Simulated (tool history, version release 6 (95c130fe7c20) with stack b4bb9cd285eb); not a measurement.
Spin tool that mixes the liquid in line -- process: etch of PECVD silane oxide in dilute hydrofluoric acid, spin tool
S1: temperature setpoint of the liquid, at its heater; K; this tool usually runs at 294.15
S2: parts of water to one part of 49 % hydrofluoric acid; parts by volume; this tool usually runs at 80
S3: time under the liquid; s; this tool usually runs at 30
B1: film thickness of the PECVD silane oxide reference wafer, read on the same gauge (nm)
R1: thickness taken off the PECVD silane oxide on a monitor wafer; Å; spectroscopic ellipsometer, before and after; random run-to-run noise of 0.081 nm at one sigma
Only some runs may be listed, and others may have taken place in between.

run,day,S1,S2,S3,B1,R1
1,0.000,294.15,80,40,50.00,190.8
2,1.083,294.15,80,30,50.01,141.7
# day 1.804: gauge calibrated
3,2.583,294.15,80,30,49.99,141.5
4,3.604,294.15,80,30,49.98,141.2
5,4.162,294.15,80,30,49.99,140.2
6,5.117,294.15,80,30,50.04,140.5
7,5.900,294.15,80,30,49.97,141.4
8,6.775,294.15,80,30,50.00,140.9
9,8.600,294.15,105,35,50.01,121.1
10,9.175,294.15,105,35,49.95,120.2
11,10.008,294.15,80,30,50.07,140.5
12,11.125,294.15,80,30,49.99,141.0
13,11.812,294.15,80,30,50.03,139.9
14,13.088,294.15,80,30,50.03,141.6
15,13.967,294.15,80,30,50.00,139.7
16,14.538,294.15,80,30,49.98,139.6
# day 15.054: thermometer replaced
17,15.125,294.15,80,30,49.96,140.6
18,16.017,295.65,110,40,50.01,139.7

Forecast run 19:
# day 16.879: hydrofluoric acid flow meter replaced
19,17.425,294.15,80,30,?,?

{"run 19": {"B1": 49.99, "R1": 142.6}}
Take away the tool's hidden state, keep the run-to-run variation as it was, and the same run would have given R1 142.9 Å.
